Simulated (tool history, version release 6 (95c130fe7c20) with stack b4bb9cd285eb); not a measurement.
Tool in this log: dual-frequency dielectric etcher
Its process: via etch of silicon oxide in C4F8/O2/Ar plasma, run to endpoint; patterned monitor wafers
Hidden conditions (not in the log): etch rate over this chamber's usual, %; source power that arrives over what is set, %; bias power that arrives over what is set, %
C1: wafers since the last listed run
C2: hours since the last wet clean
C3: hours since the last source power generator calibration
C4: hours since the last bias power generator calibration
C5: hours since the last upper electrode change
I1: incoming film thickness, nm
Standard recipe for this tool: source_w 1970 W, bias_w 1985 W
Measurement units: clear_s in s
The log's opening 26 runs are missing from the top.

{"run": 27, "hour": 676.0, "source_w": 1970, "bias_w": 1985, "C1": 100, "C2": 64.5, "C3": 181.6, "C4": 88.1, "C5": 274.3, "I1": 1011.1, "clear_s": 201.9}
{"run": 28, "hour": 692.2, "source_w": 2320, "bias_w": 1491, "C1": 74, "C2": 80.7, "C3": 197.8, "C4": 104.3, "C5": 290.5, "I1": 1013.6, "clear_s": 216.7}
{"run": 29, "hour": 706.1, "source_w": 1710, "bias_w": 2407, "C1": 63, "C2": 94.6, "C3": 211.7, "C4": 118.2, "C5": 304.4, "I1": 1012.1, "clear_s": 197}
{"run": 30, "hour": 726.5, "source_w": 1480, "bias_w": 2369, "C1": 93, "C2": 115, "C3": 232.1, "C4": 138.6, "C5": 324.8, "I1": 1024.4, "clear_s": 215}
{"run": 31, "hour": 751.5, "source_w": 1970, "bias_w": 1985, "C1": 115, "C2": 140, "C3": 257.1, "C4": 163.6, "C5": 349.8, "I1": 1017.4, "clear_s": 204}
{"run": 32, "hour": 769.5, "source_w": 1830, "bias_w": 1985, "C1": 82, "C2": 158, "C3": 275.1, "C4": 181.6, "C5": 367.8, "I1": 1012.6, "clear_s": 208.4}
{"run": 33, "hour": 793.0, "source_w": 1730, "bias_w": 2476, "C1": 108, "C2": 181.5, "C3": 298.6, "C4": 205.1, "C5": 391.3, "I1": 1009.6, "clear_s": 191.7}
{"run": 34, "hour": 805.7, "source_w": 1970, "bias_w": 1559, "C1": 58, "C2": 194.2, "C3": 311.3, "C4": 217.8, "C5": 404, "I1": 1012.9, "clear_s": 224.8}

What if the next run were any one of these 5? Each begins from the tool's condition after run 34:
{"run": "A", "hour": 806.2, "source_w": 2320, "bias_w": 1985, "C1": 2, "C2": 194.7, "C3": 311.8, "C4": 218.3, "C5": 404.5, "I1": 1022.7, "clear_s": "?"}
{"run": "B", "hour": 806.2, "source_w": 2210, "bias_w": 1985, "C1": 2, "C2": 194.7, "C3": 311.8, "C4": 218.3, "C5": 404.5, "I1": 1022.7, "clear_s": "?"}
{"run": "C", "hour": 806.2, "source_w": 1670, "bias_w": 2252, "C1": 2, "C2": 194.7, "C3": 311.8, "C4": 218.3, "C5": 404.5, "I1": 1022.7, "clear_s": "?"}
{"run": "D", "hour": 806.2, "source_w": 1700, "bias_w": 1766, "C1": 2, "C2": 194.7, "C3": 311.8, "C4": 218.3, "C5": 404.5, "I1": 1022.7, "clear_s": "?"}
{"run": "E", "hour": 806.2, "source_w": 1970, "bias_w": 1510, "C1": 2, "C2": 194.7, "C3": 311.8, "C4": 218.3, "C5": 404.5, "I1": 1022.7, "clear_s": "?"}

run=A clear_s=190
run=B clear_s=194.1
run=C clear_s=207.2
run=D clear_s=230.1
run=E clear_s=232.5
The same runs, with their run-to-run variation unchanged, on a tool lacking any hidden condition would have given:
run=A clear_s=194
run=B clear_s=198.1
run=C clear_s=211.6
run=D clear_s=235
run=E clear_s=237.4
